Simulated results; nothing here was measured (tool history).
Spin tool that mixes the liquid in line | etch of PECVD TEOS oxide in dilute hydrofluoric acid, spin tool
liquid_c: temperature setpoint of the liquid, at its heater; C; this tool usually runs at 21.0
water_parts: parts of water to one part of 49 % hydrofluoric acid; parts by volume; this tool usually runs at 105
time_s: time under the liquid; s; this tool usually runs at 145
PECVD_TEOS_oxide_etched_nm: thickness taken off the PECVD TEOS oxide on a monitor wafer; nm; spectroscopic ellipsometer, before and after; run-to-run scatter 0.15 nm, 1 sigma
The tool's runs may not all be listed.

run	hour	liquid_c	water_parts	time_s	wafers since the last listed run	hours since the thermometer was replaced	hours since the hydrofluoric acid flow meter was replaced	hours since the gauge calibration	read-back film thickness of the PECVD TEOS oxide reference wafer, read on the same gauge (nm)	PECVD_TEOS_oxide_etched_nm
1	0.0	21.0	105	145	0	996.2	1766.2	674.9	80.03	17.12
2	22.1	21.0	105	145	137	1018.3	1788.3	697.0	80.01	17.02
3	43.0	21.0	105	145	129	1039.2	1809.2	717.9	80.01	17.33
4	74.7	21.0	105	145	196	1070.9	1840.9	749.6	80.00	17.01
5	94.5	21.0	70	165	122	1090.7	1860.7	769.4	79.99	30.10
6	114.7	21.0	70	165	125	1110.9	1880.9	789.6	79.99	30.31
7	130.5	21.0	105	145	98	1126.7	1896.7	805.4	80.00	17.11
8	151.2	21.0	105	145	128	1147.4	1917.4	826.1	80.00	17.13
9	172.8	21.0	105	145	134	1169.0	1939.0	847.7	80.00	17.07
10	198.3	21.0	105	145	158	1194.5	1964.5	873.2	80.02	16.97
11	231.2	21.0	105	145	204	1227.4	1997.4	906.1	80.00	16.93
12	252.2	21.0	105	145	130	1248.4	2018.4	927.1	79.98	17.20
13	281.8	24.5	80	145	183	1278.0	2048.0	956.7	80.01	26.73
14	301.1	23.0	130	225	119	1297.3	2067.3	976.0	80.00	22.67
# hour 332.1: thermometer replaced
15	333.7	17.0	105	145	196	1.6	2099.9	1008.6	80.00	14.57
16	360.2	24.5	150	220	164	28.1	2126.4	1035.1	79.99	19.61
17	388.0	21.0	105	145	172	55.9	2154.2	1062.9	80.00	17.43
# hour 393.9: hydrofluoric acid flow meter replaced
18	416.9	21.0	80	120	173	84.8	23.0	1091.8	80.01	19.12
19	437.7	21.0	105	145	129	105.6	43.8	1112.6	80.00	17.22
20	473.5	17.0	80	145	222	141.4	79.6	1148.4	79.98	19.64
21	492.0	17.5	105	145	114	159.9	98.1	1166.9	80.01	14.63
22	509.3	18.5	150	90	107	177.2	115.4	1184.2	80.03	6.35
23	541.6	17.0	145	195	200	209.5	147.7	1216.5	79.99	13.50
24	569.3	21.0	150	145	171	237.2	175.4	1244.2	79.98	11.43
# hour 577.2: gauge calibrated
25	604.5	17.0	75	75	218	272.4	210.6	27.3	80.00	10.75
26	636.7	21.0	105	145	199	304.6	242.8	59.5	79.99	17.22
27	670.0	21.0	70	100	206	337.9	276.1	92.8	79.99	18.06
28	699.2	21.0	105	145	181	367.1	305.3	122.0	79.99	17.09
29	721.8	17.5	125	65	140	389.7	327.9	144.6	79.98	5.43
30	741.7	19.5	70	90	123	409.6	347.8	164.5	79.99	15.73
31	761.8	21.0	80	120	124	429.7	367.9	184.6	79.99	19.03
32	782.8	21.0	105	145	130	450.7	388.9	205.6	80.02	17.16
33	803.7	23.0	125	85	129	471.6	409.8	226.5	80.00	8.92

What the log doesn't show, run by run:
liquid colder than its thermometer reads (K): 0 across all the runs
hydrofluoric acid flow above the setpoint (%): 0 across all the runs
gauge reads high (%): 0 across all the runs
